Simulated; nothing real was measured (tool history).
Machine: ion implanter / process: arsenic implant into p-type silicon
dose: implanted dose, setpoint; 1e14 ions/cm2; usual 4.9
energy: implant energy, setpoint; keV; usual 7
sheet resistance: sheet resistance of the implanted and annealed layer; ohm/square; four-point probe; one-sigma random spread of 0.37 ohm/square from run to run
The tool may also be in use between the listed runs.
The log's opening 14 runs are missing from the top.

| run | day | dose | energy | read-back reference wafer on the same gauge, sheet resistance | sheet resistance |
|---|---|---|---|---|---|
| 15 | 57.088 | 4.9 | 7 | 229.99 | 247.95 |
| 16 | 60.15 | 4.9 | 7 | 230.06 | 247.83 |
| 17 | 62.858 | 5.39 | 7 | 230.06 | 233.46 |
| 18 | 66.708 | 4.9 | 7 | 230.01 | 248.08 |
| 19 | 70.867 | 6.26 | 9.5 | 229.9 | 206.69 |
| 20 | 73.138 | 4.9 | 7 | 229.96 | 248.8 |
|  | 73.25 | gauge calibrated |
| 21 | 76.358 | 3.76 | 8 | 229.99 | 294.72 |
| 22 | 79.358 | 4.9 | 9.5 | 229.96 | 240.16 |
|  | 82.192 | Faraday cup replaced and dose calibrated |
| 23 | 83.404 | 6.3 | 5.5 | 229.98 | 220.43 |
| 24 | 86.321 | 4.9 | 7 | 230.02 | 244.07 |
| 25 | 90.808 | 4.9 | 7 | 230.06 | 244.35 |
| 26 | 93.479 | 4.43 | 6 | 229.98 | 266.39 |
| 27 | 97.1 | 5.75 | 6 | 229.99 | 228.54 |
| 28 | 100.538 | 5.85 | 8.5 | 229.95 | 214.97 |
| 29 | 103.338 | 4.9 | 8.5 | 229.97 | 240.21 |
| 30 | 107.025 | 3.7 | 7 | 230 | 297.73 |
| 31 | 109.842 | 3.86 | 5 | 229.98 | 300.91 |
| 32 | 119.812 | 5.82 | 8 | 229.99 | 218.97 |
| 33 | 123.629 | 5.91 | 6 | 229.94 | 226.06 |
| 34 | 125.388 | 3.95 | 5.5 | 229.93 | 294.88 |

What will run 35 give?
| 35 | 127.046 | 5.71 | 4.5 | ? | ? |

{"run 35": {"read-back reference wafer on the same gauge, sheet resistance": 229.98, "sheet resistance": 241.1}}
If the tool had no hidden condition, the same run with the same run-to-run variation would have returned sheet resistance 238.93 ohm/square.
